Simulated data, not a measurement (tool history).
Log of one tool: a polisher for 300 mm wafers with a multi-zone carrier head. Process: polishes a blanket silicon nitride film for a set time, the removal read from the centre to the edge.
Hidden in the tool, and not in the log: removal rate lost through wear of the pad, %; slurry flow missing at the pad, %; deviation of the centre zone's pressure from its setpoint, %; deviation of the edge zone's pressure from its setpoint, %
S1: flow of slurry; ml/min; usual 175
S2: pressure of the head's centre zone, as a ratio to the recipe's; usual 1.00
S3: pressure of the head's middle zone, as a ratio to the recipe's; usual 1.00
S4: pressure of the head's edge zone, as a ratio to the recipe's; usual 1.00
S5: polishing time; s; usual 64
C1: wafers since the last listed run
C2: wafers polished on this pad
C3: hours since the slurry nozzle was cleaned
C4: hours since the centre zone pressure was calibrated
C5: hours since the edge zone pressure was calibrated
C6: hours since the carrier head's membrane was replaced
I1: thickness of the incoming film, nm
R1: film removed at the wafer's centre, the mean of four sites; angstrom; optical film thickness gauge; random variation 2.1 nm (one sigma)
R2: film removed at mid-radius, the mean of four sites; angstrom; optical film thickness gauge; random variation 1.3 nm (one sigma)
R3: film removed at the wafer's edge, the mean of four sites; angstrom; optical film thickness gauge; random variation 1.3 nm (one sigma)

run     day   S1    S2    S3    S4  S5   C1    C2     C3     C4     C5      C6     I1    R1    R2    R3
  1   0.000  175  1.00  1.00  1.00  64    0   981   10.7  320.9  286.2  1033.1  618.3  1585  1550  1562
  2   1.208  175  1.00  1.00  1.00  64  323  1305   39.7  349.9  315.2  1062.1  620.2  1594  1544  1553
  3   2.512  175  1.00  1.00  1.09  52  349  1654   71.0  381.2  346.5  1093.4  621.6  1280  1266  1332
      2.946  -- worn pad replaced by a new one
  4   3.417  175  1.00  1.00  1.09  52  197   125   92.7  402.9  368.2  1115.1  610.0  1312  1264  1304
  5   4.521  175  1.00  1.00  1.09  52  295   421  119.2  429.4  394.7  1141.6  632.7  1320  1279  1298
  6   5.258  155  1.00  1.00  0.93  64  197   619  136.9  447.1  412.4  1159.3  622.0  1572  1540  1485
  7   6.246  155  1.00  1.00  0.93  64  264   883  160.6  470.8  436.1  1183.0  620.8  1614  1531  1515
  8   7.421  175  1.00  1.00  1.00  64  314  1198  188.8  499.0  464.3  1211.2  616.0  1666  1559  1566
      8.050  -- carrier head's membrane replaced by a new one
  9   8.458  175  1.00  1.00  1.00  64  222  1420  213.7  523.9  489.2     9.8  624.9  1657  1564  1538
      8.788  -- worn pad replaced by a new one
 10  11.779  205  1.00  1.09  1.00  51  844   801  293.4  603.6  568.9    89.5  618.8  1360  1361  1264
 11  13.125  175  1.05  1.00  1.00  86  360  1161  325.7  635.9  601.2   121.8  622.0  2364  2086  2118
 12  13.871  175  1.00  1.00  1.00  64  199  1361  343.6  653.8  619.1   139.7  619.8  1699  1552  1559
 13  14.708  195  1.00  1.00  0.92  64  224  1585  363.7  673.9  639.2   159.8  612.2  1718  1568  1519
     15.050  -- slurry nozzle cleaned
     15.158  -- centre zone pressure recalibrated
     15.421  -- worn pad replaced by a new one
 14  15.521  175  1.00  1.00  1.00  64  139    26   11.3    8.7  658.7   179.3  629.3  1510  1548  1572
 15  16.488  175  1.00  1.05  1.00  64  258   285   34.5   31.9  681.9   202.5  623.1  1525  1619  1564
 16  17.629  175  1.00  1.00  1.00  64  305   590   61.9   59.3  709.3   229.9  618.9  1528  1569  1556
     18.129  -- edge zone pressure recalibrated
 17  18.958  175  0.94  1.11  1.00  57  333   924   93.8   91.2   19.9   261.8  620.9  1280  1519  1399
 18  19.708  155  1.00  1.00  0.93  64  200  1125  111.8  109.2   37.9   279.8  618.7  1476  1531  1491
     20.717  -- worn pad replaced by a new one
 19  20.754  175  0.93  1.09  1.00  64  235    10  136.9  134.3   63.0   304.9  625.6  1425  1662  1544
 20  21.608  210  1.05  1.11  1.11  64  228   239  157.4  154.8   83.5   325.4  624.8  1688  1757  1651
 21  23.096  175  1.00  1.00  1.00  64  398   637  193.1  190.5  119.2   361.1  623.0  1508  1544  1561
 22  24.438  175  1.08  1.00  0.90  58  359   996  225.3  222.7  151.4   393.3  618.8  1488  1409  1364
 23  25.808  175  1.08  1.07  1.00  64  367  1363  258.2  255.6  184.3   426.2  633.5  1687  1648  1555

Measured less the same run without the tool's hidden state. The same run-to-run variation is in both; the gauge's scatter may not be:
run    R1
  1   +52
  2   +59
  3   +54
  4   +60
  5   +66
  6   +84
  7   +94
  8  +107
  9  +115
 10  +119
 11  +225
 12  +169
 13  +180
 14   -11
 15   -10
 16   -10
 17    -7
 18    -6
 19    -4
 20    -3
 21    +3
 22    +7
 23   +14
R2: within 2 angstrom of the measured result in every run.
R3: 0 in every run.

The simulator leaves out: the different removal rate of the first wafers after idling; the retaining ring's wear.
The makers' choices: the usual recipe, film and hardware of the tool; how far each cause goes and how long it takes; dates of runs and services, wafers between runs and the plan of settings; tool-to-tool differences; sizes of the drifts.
